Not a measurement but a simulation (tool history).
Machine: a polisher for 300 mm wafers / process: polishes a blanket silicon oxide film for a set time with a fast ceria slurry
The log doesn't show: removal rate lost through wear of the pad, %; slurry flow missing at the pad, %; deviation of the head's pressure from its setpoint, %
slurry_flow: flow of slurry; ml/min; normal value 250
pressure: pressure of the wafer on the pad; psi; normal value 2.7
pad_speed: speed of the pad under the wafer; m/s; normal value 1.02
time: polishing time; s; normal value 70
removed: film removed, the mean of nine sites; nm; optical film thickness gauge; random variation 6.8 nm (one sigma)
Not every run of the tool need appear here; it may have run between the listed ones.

run,hour,slurry_flow,pressure,pad_speed,time,wafers since the last listed run,wafers polished on this pad,hours since the slurry nozzle was cleaned,hours since the head pressure was calibrated,"incoming thickness of the incoming film, nm",removed
1,0.0,250,2.7,1.02,70,0,293,608.1,256.0,3216.3,1109.0
2,35.8,250,2.7,1.02,77,253,546,643.9,291.8,3185.2,1217.6
3,62.2,250,2.7,1.02,77,186,733,670.3,318.2,3183.5,1214.7
4,93.8,250,2.7,1.02,77,223,957,701.9,349.8,3139.2,1209.3
5,106.4,250,3.4,1.24,70,89,1046,714.5,362.4,3178.6,1557.1
# hour 139.4: worn pad replaced by a new one
6,139.9,250,3.4,1.24,70,208,3,748.0,395.9,3193.4,1572.2
7,156.7,250,2.7,1.02,70,118,122,764.8,412.7,3155.5,1110.3
8,176.5,250,2.7,1.02,70,140,262,784.6,432.5,3194.4,1103.8
9,209.9,250,2.7,1.02,70,236,498,818.0,465.9,3193.1,1102.5
10,237.1,250,2.7,1.02,70,192,690,845.2,493.1,3201.7,1101.8
11,267.6,250,2.7,1.02,70,215,906,875.7,523.6,3174.1,1096.3
# hour 275.1: slurry nozzle cleaned
12,303.3,250,2.7,1.02,70,245,1151,28.2,559.3,3173.8,1107.3
13,330.9,250,2.7,1.02,70,195,1346,55.8,586.9,3196.6,1105.3
# hour 344.7: head pressure recalibrated
# hour 350.8: worn pad replaced by a new one
14,351.3,250,2.7,1.02,70,101,3,76.2,6.6,3152.4,1100.5
15,367.6,250,2.7,0.92,70,115,118,92.5,22.9,3187.9,984.8
16,398.1,250,2.7,1.10,70,215,334,123.0,53.4,3193.6,1183.7
17,427.2,250,2.7,1.10,70,205,539,152.1,82.5,3183.0,1185.8
18,460.1,280,1.9,0.70,70,232,772,185.0,115.4,3188.0,634.0
19,482.4,250,2.7,1.02,57,157,930,207.3,137.7,3235.8,896.7
20,500.7,250,2.7,1.02,77,129,1059,225.6,156.0,3188.3,1210.1
21,532.6,250,2.7,1.36,70,225,1285,257.5,187.9,3175.5,1462.6
# hour 550.5: worn pad replaced by a new one
22,562.1,170,3.0,1.38,77,180,82,287.0,217.4,3174.6,1691.3
23,583.4,250,2.7,1.02,70,150,232,308.3,238.7,3212.2,1120.8
24,641.5,250,2.7,0.78,93,410,643,366.4,296.8,3169.6,1123.5
25,669.2,305,3.0,1.12,61,195,839,394.1,324.5,3232.4,1136.4
26,696.7,250,2.7,1.02,55,194,1034,421.6,352.0,3193.3,857.7
# hour 720.4: worn pad replaced by a new one
27,722.1,295,3.3,1.24,57,151,12,447.0,377.4,3179.2,1234.3
28,748.5,195,2.7,1.14,77,186,198,473.4,403.8,3149.9,1318.6
29,760.6,250,2.7,1.22,83,85,284,485.5,415.9,3230.3,1559.0
30,790.4,305,3.0,1.12,61,210,495,515.3,445.7,3134.8,1148.0
31,809.1,250,2.7,1.02,70,132,627,534.0,464.4,3232.8,1089.2
32,842.3,250,3.4,1.02,70,234,862,567.2,497.6,3116.6,1268.9
# hour 845.3: head pressure recalibrated
33,864.7,250,2.7,1.02,92,144,1006,589.6,19.4,3220.2,1458.5
34,890.1,250,2.7,1.02,70,179,1185,615.0,44.8,3194.1,1104.2
# hour 895.1: worn pad replaced by a new one
35,920.9,250,2.2,1.02,70,189,182,645.8,75.6,3235.4,984.8
36,934.8,170,3.0,1.38,77,98,280,659.7,89.5,3188.9,1684.3

Run-by-run hidden state of the tool:
removal rate lost through wear of the pad, %: 0 on each run
slurry flow missing at the pad, %: 0 on each run
deviation of the head's pressure from its setpoint, %: 0 on each run
